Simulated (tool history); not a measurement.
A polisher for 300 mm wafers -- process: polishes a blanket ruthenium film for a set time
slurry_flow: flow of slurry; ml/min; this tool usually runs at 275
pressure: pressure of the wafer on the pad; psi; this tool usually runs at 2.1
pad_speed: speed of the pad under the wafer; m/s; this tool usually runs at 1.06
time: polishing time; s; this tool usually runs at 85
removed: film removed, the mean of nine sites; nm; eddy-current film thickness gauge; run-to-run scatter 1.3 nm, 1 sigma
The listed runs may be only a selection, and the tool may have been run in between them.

| run | day | slurry_flow | pressure | pad_speed | time | wafers since the last listed run | wafers polished on this pad | hours since the slurry nozzle was cleaned | hours since the head pressure was calibrated | incoming thickness of the incoming film, nm | removed |
|---|---|---|---|---|---|---|---|---|---|---|---|
| 1 | 0 | 275 | 2.1 | 1.06 | 65 | 0 | 705 | 474.4 | 567.7 | 639 | 89.2 |
| 2 | 1.692 | 275 | 2.1 | 1.06 | 85 | 178 | 883 | 515 | 608.3 | 642.8 | 114.2 |
| 3 | 2.858 | 275 | 2.1 | 1.06 | 85 | 123 | 1006 | 543 | 636.3 | 645.7 | 112.3 |
| 4 | 3.867 | 275 | 2.1 | 1.06 | 85 | 106 | 1112 | 567.2 | 660.5 | 637.3 | 115.6 |
| 5 | 4.992 | 275 | 2.1 | 1.06 | 85 | 118 | 1231 | 594.2 | 687.5 | 649.9 | 111.6 |
|  | 5.846 | worn pad replaced by a new one |
|  | 6.183 | head pressure recalibrated |
| 6 | 7.942 | 275 | 2.1 | 1.06 | 85 | 284 | 212 | 665 | 42.2 | 635.7 | 121.3 |
| 7 | 9.029 | 275 | 2.1 | 1.06 | 85 | 114 | 326 | 691.1 | 68.3 | 640.5 | 120.5 |
| 8 | 10.667 | 275 | 2.1 | 1.06 | 85 | 172 | 499 | 730.4 | 107.6 | 629.8 | 119.8 |
| 9 | 12.925 | 275 | 2.1 | 1.06 | 85 | 238 | 737 | 784.6 | 161.8 | 633.8 | 115.1 |
| 10 | 15.15 | 275 | 2.1 | 1.06 | 85 | 234 | 972 | 838 | 215.2 | 651.8 | 114.4 |
|  | 15.738 | slurry nozzle cleaned |
| 11 | 17.208 | 275 | 2.1 | 1.06 | 85 | 212 | 1184 | 35.3 | 264.6 | 642 | 111.7 |
|  | 18.729 | worn pad replaced by a new one |
| 12 | 19.85 | 305 | 2.1 | 0.96 | 85 | 260 | 118 | 98.7 | 328 | 650 | 117.4 |
| 13 | 22.388 | 305 | 2.1 | 0.96 | 85 | 267 | 385 | 159.6 | 388.9 | 640.9 | 114.7 |
| 14 | 29.567 | 320 | 2.1 | 1.06 | 70 | 756 | 1142 | 331.9 | 561.2 | 647 | 92.4 |
|  | 32.046 | worn pad replaced by a new one |
| 15 | 32.179 | 275 | 2.4 | 1.06 | 85 | 257 | 13 | 394.6 | 623.9 | 631.4 | 140.8 |
|  | 32.854 | head pressure recalibrated |
| 16 | 33.546 | 275 | 2.4 | 1.06 | 85 | 135 | 149 | 427.4 | 16.6 | 636 | 137 |
| 17 | 35.562 | 350 | 2.1 | 0.88 | 70 | 212 | 361 | 475.8 | 65 | 650.8 | 90.1 |
| 18 | 38.033 | 275 | 2.1 | 1.06 | 85 | 260 | 622 | 535.1 | 124.3 | 634.8 | 118.5 |
| 19 | 40.912 | 275 | 2.1 | 1.06 | 85 | 303 | 925 | 604.2 | 193.4 | 644.8 | 111.5 |
| 20 | 42.167 | 195 | 2.1 | 1.06 | 107 | 132 | 1058 | 634.3 | 223.5 | 646.5 | 134.4 |
|  | 42.767 | slurry nozzle cleaned |
| 21 | 45.158 | 275 | 1.9 | 1.06 | 85 | 311 | 1369 | 57.4 | 295.3 | 639.6 | 99.4 |
|  | 46.979 | worn pad replaced by a new one |
| 22 | 48.079 | 275 | 2.1 | 1.06 | 85 | 290 | 116 | 127.5 | 365.4 | 650.4 | 120.8 |
| 23 | 50.288 | 305 | 2.1 | 1.06 | 85 | 232 | 348 | 180.5 | 418.4 | 649.7 | 119.2 |
| 24 | 52.292 | 275 | 2.6 | 1.06 | 77 | 211 | 560 | 228.6 | 466.5 | 636.8 | 130.4 |
| 25 | 54.283 | 275 | 2.1 | 1.06 | 85 | 209 | 770 | 276.4 | 514.3 | 634.4 | 117.1 |
| 26 | 55.833 | 365 | 1.8 | 1.06 | 85 | 163 | 933 | 313.6 | 551.5 | 644.5 | 99.2 |
|  | 56.017 | head pressure recalibrated |
| 27 | 57.554 | 275 | 2.1 | 1.22 | 108 | 172 | 1106 | 354.9 | 36.9 | 630.2 | 156.9 |
| 28 | 59.208 | 275 | 2.1 | 1.06 | 85 | 174 | 1280 | 394.6 | 76.6 | 641.9 | 111.9 |
|  | 59.475 | worn pad replaced by a new one |
| 29 | 60.738 | 275 | 2.1 | 1.06 | 85 | 143 | 133 | 431.3 | 113.3 | 648.9 | 119.8 |
| 30 | 61.833 | 305 | 2.1 | 1.22 | 72 | 115 | 248 | 457.6 | 139.6 | 642.2 | 110.7 |
| 31 | 63.938 | 275 | 2.1 | 1.06 | 85 | 221 | 470 | 508.1 | 190.1 | 630.7 | 114.9 |
| 32 | 65.167 | 355 | 2.1 | 1.06 | 85 | 129 | 600 | 537.6 | 219.6 | 652.6 | 116.8 |
| 33 | 67.354 | 345 | 2.4 | 1.06 | 114 | 230 | 830 | 590.1 | 272.1 | 640.2 | 171.9 |

Results per run with the tool's hidden condition removed, run-to-run variation unchanged:
Hidden conditions of the tool in this case: removal rate lost through wear of the pad, %; slurry flow missing at the pad, %; deviation of the head's pressure from its setpoint, %.
| run | removed |
|---|---|
| 1 | 95.2 |
| 2 | 123.7 |
| 3 | 123 |
| 4 | 127.8 |
| 5 | 124.7 |
| 6 | 124.3 |
| 7 | 124.7 |
| 8 | 125.7 |
| 9 | 123.3 |
| 10 | 125.1 |
| 11 | 124.5 |
| 12 | 119.8 |
| 13 | 119.6 |
| 14 | 102.9 |
| 15 | 142.8 |
| 16 | 140.7 |
| 17 | 94.1 |
| 18 | 126.6 |
| 19 | 122.3 |
| 20 | 149.2 |
| 21 | 113.5 |
| 22 | 123.1 |
| 23 | 123.8 |
| 24 | 137.9 |
| 25 | 126.1 |
| 26 | 108.4 |
| 27 | 174.1 |
| 28 | 126.1 |
| 29 | 124.4 |
| 30 | 116.1 |
| 31 | 122.8 |
| 32 | 126.3 |
| 33 | 189.6 |
